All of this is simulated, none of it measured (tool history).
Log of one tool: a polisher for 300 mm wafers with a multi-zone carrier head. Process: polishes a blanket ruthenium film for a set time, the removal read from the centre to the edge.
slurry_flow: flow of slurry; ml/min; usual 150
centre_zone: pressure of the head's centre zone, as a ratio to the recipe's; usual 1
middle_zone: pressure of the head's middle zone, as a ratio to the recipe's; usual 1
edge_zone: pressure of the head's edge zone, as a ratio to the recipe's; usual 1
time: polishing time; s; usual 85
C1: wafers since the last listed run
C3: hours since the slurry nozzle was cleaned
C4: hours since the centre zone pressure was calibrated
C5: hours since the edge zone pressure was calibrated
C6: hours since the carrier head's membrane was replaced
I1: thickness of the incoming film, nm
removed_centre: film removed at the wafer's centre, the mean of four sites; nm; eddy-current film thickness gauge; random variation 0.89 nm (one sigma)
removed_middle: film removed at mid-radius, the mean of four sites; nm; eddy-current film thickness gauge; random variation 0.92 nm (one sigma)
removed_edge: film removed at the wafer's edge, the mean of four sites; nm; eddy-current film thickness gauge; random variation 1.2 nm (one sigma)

Run 1, hour 0: usual settings but time 98 s; C1 0; wafers polished on this pad 1715; C3 41.6; C4 302.4; C5 1063.2; C6 757.5; I1 428.2. Result: removed_centre 108.3 nm, removed_middle 107.5 nm, removed_edge 110.6 nm.
Run 2, hour 49: usual settings but edge_zone 0.94; C1 342; wafers polished on this pad 2057; C3 90.6; C4 351.4; C5 1112.2; C6 806.5; I1 420.4. Result: removed_centre 91.9 nm, removed_middle 92.1 nm, removed_edge 91.8 nm.
At hour 77.4: worn pad replaced by a new one.
Run 3, hour 112.5: usual settings but edge_zone 0.94; C1 415; wafers polished on this pad 245; C3 154.1; C4 414.9; C5 1175.7; C6 870; I1 433.5. Result: removed_centre 93.4 nm, removed_middle 92.9 nm, removed_edge 92.8 nm.
Run 4, hour 169.6: usual settings but slurry_flow 165 ml/min, middle_zone 1.03; C1 398; wafers polished on this pad 644; C3 211.2; C4 472; C5 1232.8; C6 927.1; I1 429.4. Result: removed_centre 92.4 nm, removed_middle 96 nm, removed_edge 96.8 nm.
Run 5, hour 266.3: usual settings but slurry_flow 165 ml/min, middle_zone 1.03; C1 675; wafers polished on this pad 1319; C3 307.9; C4 568.7; C5 1329.5; C6 1023.8; I1 426.3. Result: removed_centre 92.5 nm, removed_middle 92.6 nm, removed_edge 94.6 nm.
At hour 281.7: carrier head's membrane replaced by a new one.
At hour 302.6: centre zone pressure recalibrated.
At hour 305.7: slurry nozzle cleaned.
Run 6, hour 335.9: usual settings but centre_zone 1.04; C1 430; wafers polished on this pad 1749; C3 30.2; C4 33.3; C5 1399.1; C6 54.2; I1 428.4. Result: removed_centre 97 nm, removed_middle 92.2 nm, removed_edge 94.5 nm.
Run 7, hour 409.5: usual settings; C1 513; wafers polished on this pad 2263; C3 103.8; C4 106.9; C5 1472.7; C6 127.8; I1 424.6. Result: removed_centre 91.8 nm, removed_middle 92.7 nm, removed_edge 95 nm.
Run 8, hour 451.1: usual settings; C1 290; wafers polished on this pad 2553; C3 145.4; C4 148.5; C5 1514.3; C6 169.4; I1 430.2. Result: removed_centre 90.7 nm, removed_middle 91.9 nm, removed_edge 94.8 nm.
At hour 483.8: worn pad replaced by a new one.
Run 9, hour 495.9: usual settings; C1 284; wafers polished on this pad 84; C3 190.2; C4 193.3; C5 1559.1; C6 214.2; I1 432.6. Result: removed_centre 90.4 nm, removed_middle 91.2 nm, removed_edge 92.5 nm.
At hour 543.2: edge zone pressure recalibrated.
Run 10, hour 552.1: usual settings but centre_zone 1.09, edge_zone 0.91, time 105 s; C1 378; wafers polished on this pad 462; C3 246.4; C4 249.5; C5 8.9; C6 270.4; I1 429.8. Result: removed_centre 121.8 nm, removed_middle 110.5 nm, removed_edge 111.2 nm.
Run 11, hour 642.6: usual settings but centre_zone 0.94, middle_zone 0.92, edge_zone 1.04; C1 631; wafers polished on this pad 1094; C3 336.9; C4 340; C5 99.4; C6 360.9; I1 433. Result: removed_centre 82.8 nm, removed_middle 82.8 nm, removed_edge 96 nm.
At hour 709.7: slurry nozzle cleaned.
Run 12, hour 726.5: usual settings but middle_zone 1.06, edge_zone 0.9; C1 578; wafers polished on this pad 1673; C3 16.8; C4 423.9; C5 183.3; C6 444.8; I1 434.7. Result: removed_centre 94 nm, removed_middle 97.5 nm, removed_edge 89.9 nm.
Run 13, hour 774.1: usual settings but slurry_flow 130 ml/min, centre_zone 1.12, middle_zone 1.09, edge_zone 1.07; C1 332; wafers polished on this pad 2005; C3 64.4; C4 471.5; C5 230.9; C6 492.4; I1 433.2. Result: removed_centre 102.8 nm, removed_middle 95.8 nm, removed_edge 96.8 nm.
Run 14, hour 850.4: usual settings but slurry_flow 195 ml/min, middle_zone 0.95; C1 532; wafers polished on this pad 2538; C3 140.7; C4 547.8; C5 307.2; C6 568.7; I1 438. Result: removed_centre 96.2 nm, removed_middle 93.3 nm, removed_edge 95.2 nm.
At hour 864.1: worn pad replaced by a new one.
Run 15, hour 927.1: usual settings; C1 507; wafers polished on this pad 439; C3 217.4; C4 624.5; C5 383.9; C6 645.4; I1 429.1. Result: removed_centre 92 nm, removed_middle 89.9 nm, removed_edge 93.5 nm.
At hour 961.2: centre zone pressure recalibrated.
Run 16, hour 989.9: usual settings; C1 424; wafers polished on this pad 864; C3 280.2; C4 28.7; C5 446.7; C6 708.2; I1 427.2. Result: removed_centre 90.5 nm, removed_middle 90.3 nm, removed_edge 92.9 nm.
Run 17, hour 1089.1: usual settings; C1 692; wafers polished on this pad 1557; C3 379.4; C4 127.9; C5 545.9; C6 807.4; I1 422.9. Result: removed_centre 88.8 nm, removed_middle 88.2 nm, removed_edge 92.4 nm.
At hour 1090.7: slurry nozzle cleaned.
Run 18, hour 1187: usual settings but middle_zone 1.11; C1 676; wafers polished on this pad 2233; C3 96.3; C4 225.8; C5 643.8; C6 905.3; I1 437.6. Result: removed_centre 94.7 nm, removed_middle 100.5 nm, removed_edge 93.6 nm.

Forecast run 19:
At hour 1233.2: carrier head's membrane replaced by a new one.
Run 19, hour 1268.6: usual settings but centre_zone 0.9, edge_zone 1.1; C1 534; wafers polished on this pad 2768; C3 177.9; C4 307.4; C5 725.4; C6 35.4; I1 433.6. Result: removed_centre ?, removed_middle ?, removed_edge ?.

Run 19 gave removed_centre 83.5 nm, removed_middle 91.2 nm, removed_edge 98.7 nm.
Without the tool's hidden state the same run would have given removed_centre 84.6 nm, removed_middle 92.2 nm, removed_edge 99.5 nm.

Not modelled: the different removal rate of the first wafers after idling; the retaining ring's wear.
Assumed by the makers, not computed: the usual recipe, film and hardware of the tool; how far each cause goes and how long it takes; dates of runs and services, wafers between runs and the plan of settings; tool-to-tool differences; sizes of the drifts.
